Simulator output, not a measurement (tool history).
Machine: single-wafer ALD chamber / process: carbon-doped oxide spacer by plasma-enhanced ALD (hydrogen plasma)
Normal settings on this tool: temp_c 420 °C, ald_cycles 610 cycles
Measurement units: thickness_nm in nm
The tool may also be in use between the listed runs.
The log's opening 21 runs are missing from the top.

run,hour,temp_c,ald_cycles,wafers since the last listed run,hours since the last thermocouple change,hours since the gauge calibration,"read-back reference wafer on the same gauge, thickness_nm",thickness_nm
22,267.3,408,729,5,90,463.3,31.038,37.713
# hour 273.2: gauge calibrated
23,276.7,415,523,7,99.4,3.5,30.402,26.171
24,285.8,420,514,6,108.5,12.6,30.43,25.222
25,301.5,428,542,11,124.2,28.3,30.433,25.912
26,309,413,529,5,131.7,35.8,30.425,26.528
27,317.8,414,492,6,140.5,44.6,30.428,24.568
28,329.6,434,610,8,152.3,56.4,30.42,28.743
29,344.5,428,610,11,167.2,71.3,30.422,29.282
30,361.6,420,610,12,184.3,88.4,30.444,29.984
31,367.7,420,514,4,190.4,94.5,30.449,25.245
32,384.7,414,499,12,207.4,111.5,30.443,25.02
33,391.6,420,727,5,214.3,118.4,30.454,35.622
34,406.3,411,531,11,229,133.1,30.469,26.641

Here are 4 independent what-if runs from the current tool condition. What would each one return?
A,407.6,420,667,0,230.3,134.4,?,?
B,407.6,420,710,0,230.3,134.4,?,?
C,407.6,409,550,0,230.3,134.4,?,?
D,407.6,425,610,0,230.3,134.4,?,?

run,"read-back reference wafer on the same gauge, thickness_nm",thickness_nm
A,30.488,32.919
B,30.488,35.041
C,30.488,27.993
D,30.488,29.678
Without the tool's unlogged condition, the same runs would have read:
run,thickness_nm
A,32.843
B,34.96
C,27.928
D,29.609
